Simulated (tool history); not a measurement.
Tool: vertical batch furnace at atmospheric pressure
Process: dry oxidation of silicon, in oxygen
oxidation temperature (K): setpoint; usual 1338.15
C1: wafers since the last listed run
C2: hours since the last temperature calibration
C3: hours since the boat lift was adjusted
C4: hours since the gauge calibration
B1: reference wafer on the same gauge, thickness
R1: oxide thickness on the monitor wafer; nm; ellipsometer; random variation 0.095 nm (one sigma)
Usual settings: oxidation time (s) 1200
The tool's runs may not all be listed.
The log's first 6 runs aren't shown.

{"run": 7, "day": 6.15, "oxidation temperature (K)": 1338.15, "oxidation time (s)": 1200, "C1": 369, "C2": 2195.5, "C3": 3364.4, "C4": 624.2, "B1": 49.11, "R1": 42.57}
{"run": 8, "day": 6.958, "oxidation temperature (K)": 1338.15, "oxidation time (s)": 1200, "C1": 504, "C2": 2214.9, "C3": 3383.8, "C4": 643.6, "B1": 49.1, "R1": 42.57}
{"day": 9.871, "done": "boat lift adjusted"}
{"run": 9, "day": 10.825, "oxidation temperature (K)": 1318.15, "oxidation time (s)": 840, "C1": 1789, "C2": 2307.7, "C3": 22.9, "C4": 736.4, "B1": 49.09, "R1": 30.27}
{"run": 10, "day": 11.512, "oxidation temperature (K)": 1318.15, "oxidation time (s)": 840, "C1": 429, "C2": 2324.2, "C3": 39.4, "C4": 752.9, "B1": 49.07, "R1": 30.33}
{"day": 11.938, "done": "gauge calibrated"}
{"run": 11, "day": 12.371, "oxidation temperature (K)": 1338.15, "oxidation time (s)": 1200, "C1": 535, "C2": 2344.8, "C3": 60, "C4": 10.4, "B1": 49.1, "R1": 43.81}
{"run": 12, "day": 13.796, "oxidation temperature (K)": 1338.15, "oxidation time (s)": 1200, "C1": 889, "C2": 2379, "C3": 94.2, "C4": 44.6, "B1": 49.11, "R1": 43.78}
{"run": 13, "day": 14.871, "oxidation temperature (K)": 1338.15, "oxidation time (s)": 840, "C1": 671, "C2": 2404.8, "C3": 120, "C4": 70.4, "B1": 49.1, "R1": 35.35}
{"run": 14, "day": 15.662, "oxidation temperature (K)": 1338.15, "oxidation time (s)": 840, "C1": 494, "C2": 2423.8, "C3": 139, "C4": 89.4, "B1": 49.12, "R1": 35.5}
{"run": 15, "day": 16.725, "oxidation temperature (K)": 1338.15, "oxidation time (s)": 840, "C1": 663, "C2": 2449.3, "C3": 164.5, "C4": 114.9, "B1": 49.09, "R1": 35.35}
{"run": 16, "day": 18.188, "oxidation temperature (K)": 1338.15, "oxidation time (s)": 1200, "C1": 913, "C2": 2484.4, "C3": 199.6, "C4": 150, "B1": 49.11, "R1": 43.74}
{"run": 17, "day": 18.962, "oxidation temperature (K)": 1320.15, "oxidation time (s)": 1470, "C1": 483, "C2": 2503, "C3": 218.2, "C4": 168.6, "B1": 49.1, "R1": 42.54}
{"run": 18, "day": 20.017, "oxidation temperature (K)": 1327.15, "oxidation time (s)": 720, "C1": 658, "C2": 2528.3, "C3": 243.5, "C4": 193.9, "B1": 49.09, "R1": 29.54}
{"run": 19, "day": 21.446, "oxidation temperature (K)": 1323.15, "oxidation time (s)": 1500, "C1": 892, "C2": 2562.6, "C3": 277.8, "C4": 228.2, "B1": 49.11, "R1": 44.14}
{"run": 20, "day": 22.796, "oxidation temperature (K)": 1319.15, "oxidation time (s)": 1200, "C1": 842, "C2": 2595, "C3": 310.2, "C4": 260.6, "B1": 49.1, "R1": 37.35}
{"run": 21, "day": 23.662, "oxidation temperature (K)": 1338.15, "oxidation time (s)": 1200, "C1": 541, "C2": 2615.8, "C3": 331, "C4": 281.4, "B1": 49.1, "R1": 43.53}
{"day": 25.579, "done": "thermocouples replaced and temperature profile calibrated"}
{"run": 22, "day": 25.6, "oxidation temperature (K)": 1338.15, "oxidation time (s)": 1200, "C1": 585, "C2": 0.5, "C3": 377.5, "C4": 327.9, "B1": 49.1, "R1": 41.79}
{"run": 23, "day": 26.275, "oxidation temperature (K)": 1346.15, "oxidation time (s)": 960, "C1": 421, "C2": 16.7, "C3": 393.7, "C4": 344.1, "B1": 49.1, "R1": 38.87}
{"run": 24, "day": 27.229, "oxidation temperature (K)": 1326.15, "oxidation time (s)": 1470, "C1": 595, "C2": 39.6, "C3": 416.6, "C4": 367, "B1": 49.12, "R1": 42.75}
{"run": 25, "day": 28.521, "oxidation temperature (K)": 1353.15, "oxidation time (s)": 1470, "C1": 806, "C2": 70.6, "C3": 447.6, "C4": 398, "B1": 49.11, "R1": 53.01}
{"run": 26, "day": 29.504, "oxidation temperature (K)": 1327.15, "oxidation time (s)": 660, "C1": 613, "C2": 94.2, "C3": 471.2, "C4": 421.6, "B1": 49.11, "R1": 26.76}
{"run": 27, "day": 30.225, "oxidation temperature (K)": 1338.15, "oxidation time (s)": 1380, "C1": 450, "C2": 111.5, "C3": 488.5, "C4": 438.9, "B1": 49.07, "R1": 45.19}
{"run": 28, "day": 31.325, "oxidation temperature (K)": 1326.15, "oxidation time (s)": 1620, "C1": 686, "C2": 137.9, "C3": 514.9, "C4": 465.3, "B1": 49.1, "R1": 45.27}
{"run": 29, "day": 32.521, "oxidation temperature (K)": 1331.15, "oxidation time (s)": 1590, "C1": 746, "C2": 166.6, "C3": 543.6, "C4": 494, "B1": 49.11, "R1": 46.59}
{"run": 30, "day": 33.392, "oxidation temperature (K)": 1338.15, "oxidation time (s)": 1200, "C1": 543, "C2": 187.5, "C3": 564.5, "C4": 514.9, "B1": 49.09, "R1": 41.81}
{"run": 31, "day": 34.725, "oxidation temperature (K)": 1351.15, "oxidation time (s)": 1470, "C1": 832, "C2": 219.5, "C3": 596.5, "C4": 546.9, "B1": 49.1, "R1": 52.05}

The next listed run, before its measurement:
{"run": 32, "day": 36.775, "oxidation temperature (K)": 1352.15, "oxidation time (s)": 1200, "C1": 1279, "C2": 268.7, "C3": 645.7, "C4": 596.1, "B1": "?", "R1": "?"}

Run 32 gave B1 49.09, R1 46.58 nm.
Without the tool's hidden state the same run would have given R1 46.88 nm.
